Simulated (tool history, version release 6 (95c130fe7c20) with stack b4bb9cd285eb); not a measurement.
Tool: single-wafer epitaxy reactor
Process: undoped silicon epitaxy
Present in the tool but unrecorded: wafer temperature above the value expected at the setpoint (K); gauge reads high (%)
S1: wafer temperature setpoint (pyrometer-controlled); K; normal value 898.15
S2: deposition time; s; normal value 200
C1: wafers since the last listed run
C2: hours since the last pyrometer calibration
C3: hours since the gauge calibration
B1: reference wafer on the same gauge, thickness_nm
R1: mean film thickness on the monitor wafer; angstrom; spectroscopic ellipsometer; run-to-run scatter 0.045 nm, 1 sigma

run,hour,S1,S2,C1,C2,C3,B1,R1
1,0,903.15,228,0,810.3,176,15.003,221.61
2,15.7,903.15,228,87,826,191.7,14.995,221.63
3,27.5,898.15,200,66,837.8,203.5,14.998,175.95
4,40,898.15,200,70,850.3,216,14.998,175.18
5,55.8,898.15,200,88,866.1,231.8,15.005,175.13
6,77.3,898.15,200,120,887.6,253.3,15.002,174.89
7,88,898.15,200,59,898.3,264,15.004,174.41
8,98.4,898.15,200,58,908.7,274.4,15.003,173.72
# hour 100.3: gauge calibrated
9,108.2,898.15,200,54,918.5,7.9,15,174.92
10,119,898.15,200,60,929.3,18.7,15.003,174.93
11,129,898.15,200,56,939.3,28.7,14.997,174.94
12,136.7,898.15,200,43,947,36.4,15.009,174.59
13,153.4,906.15,200,93,963.7,53.1,15.003,205.31
14,170.5,906.15,200,95,980.8,70.2,14.996,205.12
15,187.1,893.15,171,93,997.4,86.8,15.001,134.04
16,205,893.15,171,100,1015.3,104.7,15.003,134.16
17,221.2,898.15,200,90,1031.5,120.9,14.994,173.97
# hour 240.1: pyrometer calibrated
18,240.6,898.15,170,63,0.5,140.3,15.001,152.62
19,248.2,898.15,228,42,8.1,147.9,15.004,205.37
20,255.6,912.15,200,41,15.5,155.3,14.998,238.53
21,264.3,898.15,200,48,24.2,164,15.002,179.8
22,271.4,884.15,237,39,31.3,171.1,15.001,159.45
23,284.8,890.15,200,75,44.7,184.5,14.997,152.94
24,302,894.15,240,96,61.9,201.7,15,198.61
25,318.3,907.15,182,91,78.2,218,15.002,195.12
26,325.2,888.15,182,38,85.1,224.9,14.996,132.74
# hour 329.9: gauge calibrated
27,334.3,903.15,200,50,94.2,4.4,15.008,199.48
28,346.7,891.15,226,69,106.6,16.8,14.999,175.75
29,362,910.15,214,85,121.9,32.1,15.001,243.74
30,373.5,898.15,200,64,133.4,43.6,15.003,178.82
31,381,898.15,200,42,140.9,51.1,14.998,178.69
32,397.6,906.15,179,93,157.5,67.7,14.996,188.35
33,406.3,898.15,235,48,166.2,76.4,15.001,210.84
34,415.5,898.15,184,51,175.4,85.6,14.996,163.92

Here are 5 independent what-if runs from the current tool condition. What would each one return?
A,416,898.15,216,2,175.9,86.1,?,?
B,416,907.15,220,2,175.9,86.1,?,?
C,416,908.15,200,2,175.9,86.1,?,?
D,416,907.15,179,2,175.9,86.1,?,?
E,416,898.15,212,2,175.9,86.1,?,?

run,B1,R1
A,14.996,192.34
B,14.996,234.77
C,14.996,217.73
D,14.996,191.02
E,14.996,188.77
What these runs would have given with no unlogged condition in the tool:
run,R1
A,195.94
B,239.09
C,221.72
D,194.53
E,192.31
